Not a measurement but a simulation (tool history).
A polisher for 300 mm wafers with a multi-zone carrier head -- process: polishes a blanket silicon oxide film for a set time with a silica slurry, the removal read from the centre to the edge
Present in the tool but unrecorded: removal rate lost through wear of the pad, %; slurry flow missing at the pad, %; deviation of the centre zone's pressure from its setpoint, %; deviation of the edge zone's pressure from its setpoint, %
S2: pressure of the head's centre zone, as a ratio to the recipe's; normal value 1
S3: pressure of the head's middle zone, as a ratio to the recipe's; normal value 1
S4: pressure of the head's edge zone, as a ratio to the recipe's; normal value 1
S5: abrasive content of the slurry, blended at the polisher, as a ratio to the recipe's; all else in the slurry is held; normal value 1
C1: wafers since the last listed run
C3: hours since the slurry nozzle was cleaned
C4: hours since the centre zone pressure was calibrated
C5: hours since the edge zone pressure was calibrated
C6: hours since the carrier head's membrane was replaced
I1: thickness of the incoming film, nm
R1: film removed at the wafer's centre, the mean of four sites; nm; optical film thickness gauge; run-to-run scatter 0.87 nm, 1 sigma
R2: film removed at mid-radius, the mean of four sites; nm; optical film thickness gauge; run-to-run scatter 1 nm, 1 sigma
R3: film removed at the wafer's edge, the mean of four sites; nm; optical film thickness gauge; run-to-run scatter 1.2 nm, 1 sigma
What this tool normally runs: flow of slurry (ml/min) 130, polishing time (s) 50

run 1 day=0 | flow_of_slurry_(ml/min)=130 S2=1 S3=1 S4=1 S5=1 polishing_time_(s)=50 | C1=0 wafers_polished_on_this_pad=127 C3=354.2 C4=653.4 C5=487.9 C6=311.9 | I1=1506.1 | R1=134.1 R2=135.1 R3=135.5
run 2 day=2.496 | flow_of_slurry_(ml/min)=130 S2=1 S3=1 S4=1 S5=1 polishing_time_(s)=50 | C1=513 wafers_polished_on_this_pad=640 C3=414.1 C4=713.3 C5=547.8 C6=371.8 | I1=1511.4 | R1=136.6 R2=134.7 R3=130.5
run 3 day=3.838 | flow_of_slurry_(ml/min)=130 S2=1 S3=1 S4=0.91 S5=1 polishing_time_(s)=50 | C1=275 wafers_polished_on_this_pad=916 C3=446.3 C4=745.5 C5=580 C6=404 | I1=1519.3 | R1=134.2 R2=132.7 R3=125.9
run 4 day=5.958 | flow_of_slurry_(ml/min)=130 S2=1 S3=1 S4=1 S5=0.9 polishing_time_(s)=50 | C1=435 wafers_polished_on_this_pad=1352 C3=497.2 C4=796.4 C5=630.9 C6=454.9 | I1=1523.5 | R1=127.9 R2=128.6 R3=126.5
run 5 day=7.075 | flow_of_slurry_(ml/min)=170 S2=1.06 S3=1 S4=0.93 S5=1 polishing_time_(s)=50 | C1=229 wafers_polished_on_this_pad=1582 C3=524 C4=823.2 C5=657.7 C6=481.7 | I1=1527.7 | R1=151.7 R2=142.6 R3=133.1
run 6 day=8.246 | flow_of_slurry_(ml/min)=130 S2=1 S3=1 S4=1 S5=1 polishing_time_(s)=50 | C1=240 wafers_polished_on_this_pad=1822 C3=552.1 C4=851.3 C5=685.8 C6=509.8 | I1=1529.5 | R1=132.9 R2=134.5 R3=134.6
-- day=9.483 slurry nozzle cleaned
run 7 day=10.704 | flow_of_slurry_(ml/min)=130 S2=1 S3=1 S4=0.96 S5=1.2 polishing_time_(s)=42 | C1=496 wafers_polished_on_this_pad=2319 C3=29.3 C4=910.3 C5=744.8 C6=568.8 | I1=1514 | R1=122.3 R2=122.8 R3=118.6
run 8 day=13.5 | flow_of_slurry_(ml/min)=130 S2=1 S3=0.91 S4=1 S5=1 polishing_time_(s)=50 | C1=574 wafers_polished_on_this_pad=2894 C3=96.4 C4=977.4 C5=811.9 C6=635.9 | I1=1508 | R1=133.6 R2=124.9 R3=130.9
run 9 day=16.029 | flow_of_slurry_(ml/min)=110 S2=1 S3=1 S4=1 S5=1.25 polishing_time_(s)=50 | C1=519 wafers_polished_on_this_pad=3414 C3=157.1 C4=1038.1 C5=872.6 C6=696.6 | I1=1509.3 | R1=140.7 R2=140.1 R3=142.3
run 10 day=17.971 | flow_of_slurry_(ml/min)=130 S2=1 S3=1 S4=1 S5=1.1 polishing_time_(s)=50 | C1=399 wafers_polished_on_this_pad=3813 C3=203.7 C4=1084.7 C5=919.2 C6=743.2 | I1=1520.9 | R1=141.4 R2=140.9 R3=139.2
run 11 day=19.192 | flow_of_slurry_(ml/min)=90 S2=1 S3=1 S4=0.9 S5=1 polishing_time_(s)=50 | C1=250 wafers_polished_on_this_pad=4064 C3=233 C4=1114 C5=948.5 C6=772.5 | I1=1518.6 | R1=119 R2=119.9 R3=117.9
run 12 day=20.388 | flow_of_slurry_(ml/min)=130 S2=1 S3=1 S4=1 S5=1 polishing_time_(s)=43 | C1=245 wafers_polished_on_this_pad=4310 C3=261.7 C4=1142.7 C5=977.2 C6=801.2 | I1=1522.5 | R1=116 R2=117.1 R3=113.9
run 13 day=22.267 | flow_of_slurry_(ml/min)=130 S2=1 S3=1 S4=1.05 S5=1 polishing_time_(s)=50 | C1=386 wafers_polished_on_this_pad=4696 C3=306.8 C4=1187.8 C5=1022.3 C6=846.3 | I1=1513.7 | R1=132.6 R2=134.9 R3=136
-- day=22.583 centre zone pressure recalibrated
-- day=22.617 worn pad replaced by a new one
run 14 day=24.412 | flow_of_slurry_(ml/min)=130 S2=1 S3=1 S4=1 S5=1 polishing_time_(s)=50 | C1=417 wafers_polished_on_this_pad=369 C3=358.3 C4=43.9 C5=1073.8 C6=897.8 | I1=1516.2 | R1=135.3 R2=133.3 R3=132.3
run 15 day=27.083 | flow_of_slurry_(ml/min)=90 S2=1.05 S3=0.96 S4=0.94 S5=1 polishing_time_(s)=50 | C1=549 wafers_polished_on_this_pad=918 C3=422.4 C4=108 C5=1137.9 C6=961.9 | I1=1535.3 | R1=123.4 R2=114.9 R3=118.5

Expected results for the next run?
-- day=27.954 edge zone pressure recalibrated
run 16 day=34.617 | flow_of_slurry_(ml/min)=130 S2=0.91 S3=1 S4=0.89 S5=1.2 polishing_time_(s)=32 | C1=1531 wafers_polished_on_this_pad=2449 C3=603.2 C4=288.8 C5=159.9 C6=1142.7 | I1=1506.8 | R1=? R2=? R3=?

{"run 16": {"R1": 84.8, "R2": 93.6, "R3": 86.5}}
Take away the tool's hidden state, keep the run-to-run variation as it was, and the same run would have given R1 84.8 nm, R2 93.6 nm, R3 86.5 nm.

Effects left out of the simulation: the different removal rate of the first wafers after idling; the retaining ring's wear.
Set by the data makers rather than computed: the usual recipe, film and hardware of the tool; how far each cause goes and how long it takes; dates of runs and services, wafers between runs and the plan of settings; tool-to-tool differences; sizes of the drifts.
